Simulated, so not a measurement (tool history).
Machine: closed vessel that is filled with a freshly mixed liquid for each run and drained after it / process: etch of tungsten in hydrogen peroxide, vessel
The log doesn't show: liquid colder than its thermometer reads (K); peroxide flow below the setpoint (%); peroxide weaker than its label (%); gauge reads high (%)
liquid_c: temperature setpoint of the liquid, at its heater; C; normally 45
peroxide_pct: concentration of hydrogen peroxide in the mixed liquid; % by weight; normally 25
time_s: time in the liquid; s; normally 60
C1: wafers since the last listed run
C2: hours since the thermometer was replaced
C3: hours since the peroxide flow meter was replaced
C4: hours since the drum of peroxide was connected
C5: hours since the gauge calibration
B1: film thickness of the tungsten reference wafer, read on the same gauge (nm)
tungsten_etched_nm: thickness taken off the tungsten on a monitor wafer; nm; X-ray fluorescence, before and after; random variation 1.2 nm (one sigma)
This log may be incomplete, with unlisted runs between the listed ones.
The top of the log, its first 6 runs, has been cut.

run 7 hour=348.2 | liquid_c=45 peroxide_pct=25 time_s=45 | C1=18209 C2=1321.2 C3=1764.9 C4=441.5 C5=1626.2 | B1=150 | tungsten_etched_nm=104.36
run 8 hour=383.3 | liquid_c=45 peroxide_pct=22.5 time_s=60 | C1=3809 C2=1356.3 C3=1800 C4=476.6 C5=1661.3 | B1=149.99 | tungsten_etched_nm=132.13
run 9 hour=452.2 | liquid_c=45 peroxide_pct=22.5 time_s=60 | C1=7476 C2=1425.2 C3=1868.9 C4=545.5 C5=1730.2 | B1=150 | tungsten_etched_nm=131.93
run 10 hour=476.4 | liquid_c=40 peroxide_pct=21 time_s=35 | C1=2626 C2=1449.4 C3=1893.1 C4=569.7 C5=1754.4 | B1=150.01 | tungsten_etched_nm=52.77
run 11 hour=524.9 | liquid_c=45 peroxide_pct=25 time_s=60 | C1=5263 C2=1497.9 C3=1941.6 C4=618.2 C5=1802.9 | B1=150 | tungsten_etched_nm=136.26
run 12 hour=583.3 | liquid_c=45 peroxide_pct=25 time_s=30 | C1=6337 C2=1556.3 C3=2000 C4=676.6 C5=1861.3 | B1=150 | tungsten_etched_nm=68.08
-- hour=619.9 new drum of peroxide connected
run 13 hour=653.9 | liquid_c=54 peroxide_pct=25 time_s=60 | C1=7552 C2=1626.9 C3=2070.6 C4=34 C5=1931.9 | B1=150 | tungsten_etched_nm=234.16
run 14 hour=709.1 | liquid_c=35.5 peroxide_pct=22 time_s=90 | C1=5990 C2=1682.1 C3=2125.8 C4=89.2 C5=1987.1 | B1=150.02 | tungsten_etched_nm=102.67
run 15 hour=774.4 | liquid_c=45 peroxide_pct=25 time_s=60 | C1=7086 C2=1747.4 C3=2191.1 C4=154.5 C5=2052.4 | B1=150.01 | tungsten_etched_nm=137.1
run 16 hour=801.4 | liquid_c=53 peroxide_pct=25 time_s=30 | C1=2930 C2=1774.4 C3=2218.1 C4=181.5 C5=2079.4 | B1=150.01 | tungsten_etched_nm=114.12
-- hour=817.7 peroxide flow meter replaced
run 17 hour=868.9 | liquid_c=54 peroxide_pct=22 time_s=85 | C1=7216 C2=1841.9 C3=51.2 C4=249 C5=2146.9 | B1=150 | tungsten_etched_nm=313.6
-- hour=887.4 gauge calibrated
-- hour=910.4 thermometer replaced
run 18 hour=929.9 | liquid_c=45 peroxide_pct=25 time_s=45 | C1=6511 C2=19.5 C3=112.2 C4=310 C5=42.5 | B1=150 | tungsten_etched_nm=107.04
run 19 hour=998.3 | liquid_c=45 peroxide_pct=26.5 time_s=60 | C1=7422 C2=87.9 C3=180.6 C4=378.4 C5=110.9 | B1=150 | tungsten_etched_nm=145.46
run 20 hour=1060.3 | liquid_c=45 peroxide_pct=21 time_s=30 | C1=6728 C2=149.9 C3=242.6 C4=440.4 C5=172.9 | B1=150 | tungsten_etched_nm=65.16
run 21 hour=1113.3 | liquid_c=39 peroxide_pct=30 time_s=45 | C1=5751 C2=202.9 C3=295.6 C4=493.4 C5=225.9 | B1=150.02 | tungsten_etched_nm=78.64
run 22 hour=1168.6 | liquid_c=37 peroxide_pct=21.5 time_s=60 | C1=6001 C2=258.2 C3=350.9 C4=548.7 C5=281.2 | B1=150.01 | tungsten_etched_nm=77.92
run 23 hour=1198.5 | liquid_c=50.5 peroxide_pct=25 time_s=60 | C1=3244 C2=288.1 C3=380.8 C4=578.6 C5=311.1 | B1=150.01 | tungsten_etched_nm=199.78
run 24 hour=1228.8 | liquid_c=45 peroxide_pct=27 time_s=60 | C1=3288 C2=318.4 C3=411.1 C4=608.9 C5=341.4 | B1=150 | tungsten_etched_nm=148.57
run 25 hour=1299.5 | liquid_c=45 peroxide_pct=25 time_s=60 | C1=7672 C2=389.1 C3=481.8 C4=679.6 C5=412.1 | B1=149.99 | tungsten_etched_nm=143.4
-- hour=1337.3 new drum of peroxide connected
run 26 hour=1356.9 | liquid_c=48 peroxide_pct=18.5 time_s=60 | C1=6120 C2=446.5 C3=539.2 C4=19.6 C5=469.5 | B1=149.99 | tungsten_etched_nm=147.19
run 27 hour=1398.8 | liquid_c=55 peroxide_pct=25 time_s=85 | C1=4546 C2=488.4 C3=581.1 C4=61.5 C5=511.4 | B1=149.99 | tungsten_etched_nm=369.82
run 28 hour=1423 | liquid_c=45 peroxide_pct=25 time_s=60 | C1=2626 C2=512.6 C3=605.3 C4=85.7 C5=535.6 | B1=150 | tungsten_etched_nm=141.54
run 29 hour=1472.2 | liquid_c=45 peroxide_pct=25 time_s=60 | C1=5339 C2=561.8 C3=654.5 C4=134.9 C5=584.8 | B1=150.01 | tungsten_etched_nm=141.98
run 30 hour=1519 | liquid_c=45 peroxide_pct=30 time_s=60 | C1=5078 C2=608.6 C3=701.3 C4=181.7 C5=631.6 | B1=150 | tungsten_etched_nm=155.19
run 31 hour=1571.7 | liquid_c=54.5 peroxide_pct=22 time_s=85 | C1=5718 C2=661.3 C3=754 C4=234.4 C5=684.3 | B1=150 | tungsten_etched_nm=338.37

Below are 3 alternative next runs, each starting from the tool's condition after run 31. Predict each:
run A hour=1572.4 | liquid_c=45 peroxide_pct=25 time_s=60 | C1=75 C2=662 C3=754.7 C4=235.1 C5=685 | B1=? | tungsten_etched_nm=?
run B hour=1572.4 | liquid_c=39 peroxide_pct=25 time_s=60 | C1=75 C2=662 C3=754.7 C4=235.1 C5=685 | B1=? | tungsten_etched_nm=?
run C hour=1572.4 | liquid_c=42 peroxide_pct=21 time_s=80 | C1=75 C2=662 C3=754.7 C4=235.1 C5=685 | B1=? | tungsten_etched_nm=?

run=A B1=150.02 tungsten_etched_nm=141.13
run=B B1=150.02 tungsten_etched_nm=95.91
run=C B1=150.02 tungsten_etched_nm=142.43
With no hidden state in the tool, these same runs would have given:
run=A tungsten_etched_nm=143.83
run=B tungsten_etched_nm=97.81
run=C tungsten_etched_nm=145.21

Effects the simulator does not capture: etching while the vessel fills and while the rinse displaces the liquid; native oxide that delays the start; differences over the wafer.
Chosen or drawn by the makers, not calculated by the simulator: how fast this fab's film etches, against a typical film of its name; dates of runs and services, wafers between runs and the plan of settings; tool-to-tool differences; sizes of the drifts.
